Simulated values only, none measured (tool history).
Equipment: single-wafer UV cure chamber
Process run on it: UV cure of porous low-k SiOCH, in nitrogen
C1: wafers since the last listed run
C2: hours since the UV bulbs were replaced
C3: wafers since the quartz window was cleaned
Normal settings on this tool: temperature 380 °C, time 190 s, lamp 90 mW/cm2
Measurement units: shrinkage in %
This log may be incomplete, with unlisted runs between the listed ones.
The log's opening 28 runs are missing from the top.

Run 29, hour 1914.1: usual settings but temperature 394 °C, time 145 s, lamp 63 mW/cm2; C1 684; C2 400.9; C3 1585. Result: shrinkage 5.460 %.
Run 30, hour 1984.2: usual settings but time 260 s, lamp 78 mW/cm2; C1 470; C2 471.0; C3 2056. Result: shrinkage 8.140 %.
Run 31, hour 2083.5: usual settings; C1 666; C2 570.3; C3 2722. Result: shrinkage 7.180 %.
Run 32, hour 2166.6: usual settings but time 85 s, lamp 101 mW/cm2; C1 558; C2 653.4; C3 3280. Result: shrinkage 5.140 %.
At hour 2195.4: quartz window cleaned.
Run 33, hour 2220.0: usual settings; C1 304; C2 706.8; C3 165. Result: shrinkage 8.071 %.
Run 34, hour 2304.7: usual settings but time 285 s; C1 568; C2 791.5; C3 733. Result: shrinkage 9.119 %.
Run 35, hour 2347.7: usual settings; C1 288; C2 834.5; C3 1022. Result: shrinkage 7.599 %.
Run 36, hour 2419.7: usual settings but temperature 398 °C, time 270 s; C1 483; C2 906.5; C3 1506. Result: shrinkage 8.742 %.
Run 37, hour 2491.7: usual settings but temperature 388 °C, time 235 s, lamp 53 mW/cm2; C1 483; C2 978.5; C3 1989. Result: shrinkage 6.333 %.
Run 38, hour 2529.9: usual settings but temperature 387 °C; C1 256; C2 1016.7; C3 2246. Result: shrinkage 7.371 %.
Run 39, hour 2608.0: usual settings but lamp 115 mW/cm2; C1 524; C2 1094.8; C3 2770. Result: shrinkage 8.297 %.
Run 40, hour 2659.3: usual settings but temperature 370 °C, time 280 s; C1 344; C2 1146.1; C3 3114. Result: shrinkage 8.489 %.
Run 41, hour 2706.5: usual settings but lamp 105 mW/cm2; C1 316; C2 1193.3; C3 3431. Result: shrinkage 7.933 %.
Run 42, hour 2775.6: usual settings but time 155 s; C1 463; C2 1262.4; C3 3895. Result: shrinkage 6.643 %.

Consider 5 possible next runs. They are alternatives, not a sequence: every one starts from the tool as it was left by run 42. What does each give?
Run A, hour 2776.0: usual settings; C1 2; C2 1262.8; C3 3898. Result: shrinkage ?.
Run B, hour 2776.0: usual settings but lamp 118 mW/cm2; C1 2; C2 1262.8; C3 3898. Result: shrinkage ?.
Run C, hour 2776.0: usual settings but temperature 374 °C, time 80 s, lamp 123 mW/cm2; C1 2; C2 1262.8; C3 3898. Result: shrinkage ?.
Run D, hour 2776.0: usual settings but time 105 s, lamp 126 mW/cm2; C1 2; C2 1262.8; C3 3898. Result: shrinkage ?.
Run E, hour 2776.0: usual settings but time 265 s, lamp 79 mW/cm2; C1 2; C2 1262.8; C3 3898. Result: shrinkage ?.

run  shrinkage
  A      7.249
  B      8.207
  C      5.330
  D      6.374
  E      7.961
Had the tool no hidden state, the same runs would have come out as:
run  shrinkage
  A      8.168
  B      9.160
  C      6.172
  D      7.261
  E      8.906

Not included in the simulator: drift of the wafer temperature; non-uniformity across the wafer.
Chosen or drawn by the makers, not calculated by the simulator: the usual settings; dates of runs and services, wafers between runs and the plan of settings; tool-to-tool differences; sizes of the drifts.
